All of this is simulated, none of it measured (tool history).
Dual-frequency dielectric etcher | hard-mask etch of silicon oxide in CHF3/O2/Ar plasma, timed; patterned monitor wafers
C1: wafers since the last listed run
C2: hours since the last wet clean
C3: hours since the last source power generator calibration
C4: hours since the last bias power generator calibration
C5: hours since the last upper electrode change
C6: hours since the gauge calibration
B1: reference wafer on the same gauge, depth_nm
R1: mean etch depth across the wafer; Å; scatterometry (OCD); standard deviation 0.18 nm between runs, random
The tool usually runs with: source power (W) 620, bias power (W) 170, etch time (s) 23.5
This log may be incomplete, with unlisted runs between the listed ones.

Run 1, hour 0.0: usual settings but etch time (s) 28.5; C1 0; C2 217.1; C3 1526.2; C4 3177.1; C5 4580.5; C6 888.2; B1 41.42. Result: R1 583.8 Å.
Run 2, hour 76.6: usual settings but etch time (s) 28.5; C1 736; C2 293.7; C3 1602.8; C4 3253.7; C5 4657.1; C6 964.8; B1 41.39. Result: R1 591.3 Å.
Run 3, hour 118.0: usual settings but etch time (s) 28.5; C1 397; C2 335.1; C3 1644.2; C4 3295.1; C5 4698.5; C6 1006.2; B1 41.46. Result: R1 587.1 Å.
Run 4, hour 176.1: usual settings; C1 558; C2 393.2; C3 1702.3; C4 3353.2; C5 4756.6; C6 1064.3; B1 41.37. Result: R1 491.0 Å.
Run 5, hour 270.3: usual settings; C1 905; C2 487.4; C3 1796.5; C4 3447.4; C5 4850.8; C6 1158.5; B1 41.39. Result: R1 489.9 Å.
At hour 301.0: wet clean of the chamber.
Run 6, hour 345.0: usual settings; C1 487; C2 44.0; C3 1871.2; C4 3522.1; C5 4925.5; C6 1233.2; B1 41.36. Result: R1 477.5 Å.
Run 7, hour 553.4: usual settings; C1 2003; C2 252.4; C3 2079.6; C4 3730.5; C5 5133.9; C6 1441.6; B1 41.41. Result: R1 485.5 Å.
Run 8, hour 659.8: usual settings; C1 1022; C2 358.8; C3 2186.0; C4 3836.9; C5 5240.3; C6 1548.0; B1 41.36. Result: R1 489.5 Å.
Run 9, hour 736.1: usual settings; C1 733; C2 435.1; C3 2262.3; C4 3913.2; C5 5316.6; C6 1624.3; B1 41.50. Result: R1 487.8 Å.
At hour 816.6: wet clean of the chamber.
Run 10, hour 897.8: usual settings; C1 1323; C2 81.2; C3 2424.0; C4 4074.9; C5 5478.3; C6 1786.0; B1 41.43. Result: R1 473.1 Å.
Run 11, hour 955.8: usual settings; C1 557; C2 139.2; C3 2482.0; C4 4132.9; C5 5536.3; C6 1844.0; B1 41.34. Result: R1 474.4 Å.
Run 12, hour 1042.7: usual settings; C1 835; C2 226.1; C3 2568.9; C4 4219.8; C5 5623.2; C6 1930.9; B1 41.43. Result: R1 476.0 Å.
Run 13, hour 1121.9: usual settings but bias power (W) 195, etch time (s) 27.5; C1 761; C2 305.3; C3 2648.1; C4 4299.0; C5 5702.4; C6 2010.1; B1 41.37. Result: R1 592.5 Å.
At hour 1134.3: gauge calibrated.
Run 14, hour 1158.6: usual settings but bias power (W) 160; C1 352; C2 342.0; C3 2684.8; C4 4335.7; C5 5739.1; C6 24.3; B1 41.37. Result: R1 473.0 Å.
At hour 1246.4: bias power generator calibrated.
Run 15, hour 1255.8: usual settings but etch time (s) 27.5; C1 895; C2 439.2; C3 2782.0; C4 9.4; C5 5836.3; C6 121.5; B1 41.44. Result: R1 572.3 Å.
At hour 1338.2: wet clean of the chamber.
Run 16, hour 1367.6: usual settings but bias power (W) 154, etch time (s) 28.5; C1 843; C2 29.4; C3 2893.8; C4 121.2; C5 5948.1; C6 233.3; B1 41.39. Result: R1 553.9 Å.
Run 17, hour 1417.5: usual settings but source power (W) 660, bias power (W) 190, etch time (s) 18.0; C1 479; C2 79.3; C3 2943.7; C4 171.1; C5 5998.0; C6 283.2; B1 41.41. Result: R1 387.5 Å.
At hour 1581.7: source power generator calibrated.
Run 18, hour 1696.1: usual settings but bias power (W) 201, etch time (s) 21.0; C1 2639; C2 357.9; C3 114.4; C4 449.7; C5 6276.6; C6 561.8; B1 41.39. Result: R1 467.1 Å.
At hour 1775.3: upper electrode replaced.
Run 19, hour 1794.1: usual settings but source power (W) 540, bias power (W) 204; C1 711; C2 455.9; C3 212.4; C4 547.7; C5 18.8; C6 659.8; B1 41.38. Result: R1 507.7 Å.
At hour 1850.9: wet clean of the chamber.
Run 20, hour 1862.6: usual settings; C1 427; C2 11.7; C3 280.9; C4 616.2; C5 87.3; C6 728.3; B1 41.44. Result: R1 480.9 Å.
Run 21, hour 1929.5: usual settings; C1 643; C2 78.6; C3 347.8; C4 683.1; C5 154.2; C6 795.2; B1 41.32. Result: R1 485.8 Å.
Run 22, hour 2033.5: usual settings but bias power (W) 131, etch time (s) 29.5; C1 999; C2 182.6; C3 451.8; C4 787.1; C5 258.2; C6 899.2; B1 41.38. Result: R1 561.4 Å.
Run 23, hour 2127.2: usual settings but source power (W) 560, bias power (W) 184, etch time (s) 18.0; C1 900; C2 276.3; C3 545.5; C4 880.8; C5 351.9; C6 992.9; B1 41.42. Result: R1 374.0 Å.
Run 24, hour 2181.3: usual settings but etch time (s) 17.5; C1 520; C2 330.4; C3 599.6; C4 934.9; C5 406.0; C6 1047.0; B1 41.39. Result: R1 368.6 Å.
Run 25, hour 2259.2: usual settings; C1 748; C2 408.3; C3 677.5; C4 1012.8; C5 483.9; C6 1124.9; B1 41.36. Result: R1 500.1 Å.
Run 26, hour 2308.9: usual settings; C1 477; C2 458.0; C3 727.2; C4 1062.5; C5 533.6; C6 1174.6; B1 41.47. Result: R1 499.8 Å.

Run 27 comes next. What will it give?
At hour 2367.4: wet clean of the chamber.
Run 27, hour 2388.2: usual settings but source power (W) 490, bias power (W) 139, etch time (s) 29.0; C1 531; C2 20.8; C3 806.5; C4 1141.8; C5 612.9; C6 1253.9; B1 ?. Result: R1 ?.

{"run 27": {"B1": 41.4, "R1": 501.6}}
With the hidden condition absent and the run-to-run variation left alone, this run would have shown R1 505.5 Å.
